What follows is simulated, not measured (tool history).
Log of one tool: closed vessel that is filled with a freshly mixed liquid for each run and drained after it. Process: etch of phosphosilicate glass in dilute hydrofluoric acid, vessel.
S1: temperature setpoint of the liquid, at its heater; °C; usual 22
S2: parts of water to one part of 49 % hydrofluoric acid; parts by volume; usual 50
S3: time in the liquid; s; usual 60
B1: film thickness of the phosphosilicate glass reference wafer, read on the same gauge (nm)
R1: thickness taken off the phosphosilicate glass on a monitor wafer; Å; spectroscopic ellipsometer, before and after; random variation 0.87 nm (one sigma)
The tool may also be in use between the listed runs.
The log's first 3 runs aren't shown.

run 4 hour=37 | S1=22 S2=65 S3=60 | B1=99.98 | R1=631.7
run 5 hour=47.4 | S1=22 S2=65 S3=60 | B1=99.98 | R1=635.7
run 6 hour=57.1 | S1=22 S2=50 S3=35 | B1=100 | R1=486.6
run 7 hour=63.9 | S1=22 S2=40 S3=60 | B1=99.99 | R1=1059.3
run 8 hour=72.9 | S1=22 S2=40 S3=60 | B1=99.99 | R1=1040.9
run 9 hour=84.7 | S1=22 S2=50 S3=60 | B1=100 | R1=806.9
run 10 hour=134.4 | S1=22 S2=50 S3=60 | B1=100.01 | R1=824.8
run 11 hour=146.7 | S1=22 S2=50 S3=60 | B1=99.99 | R1=807.1
-- hour=151.3 thermometer replaced
run 12 hour=159.9 | S1=22 S2=50 S3=60 | B1=99.99 | R1=899.1
run 13 hour=167.1 | S1=22 S2=50 S3=60 | B1=99.99 | R1=917.6
run 14 hour=176.5 | S1=22 S2=50 S3=60 | B1=100.01 | R1=913.1
run 15 hour=187.1 | S1=22 S2=50 S3=60 | B1=99.99 | R1=892.7
run 16 hour=198.3 | S1=22 S2=35 S3=45 | B1=100.01 | R1=977.5

Forecast run 17:
run 17 hour=206.4 | S1=22 S2=50 S3=60 | B1=? | R1=?

{"run 17": {"B1": 100, "R1": 886.4}}
Without the tool's hidden state the same run would have given R1 901 Å.

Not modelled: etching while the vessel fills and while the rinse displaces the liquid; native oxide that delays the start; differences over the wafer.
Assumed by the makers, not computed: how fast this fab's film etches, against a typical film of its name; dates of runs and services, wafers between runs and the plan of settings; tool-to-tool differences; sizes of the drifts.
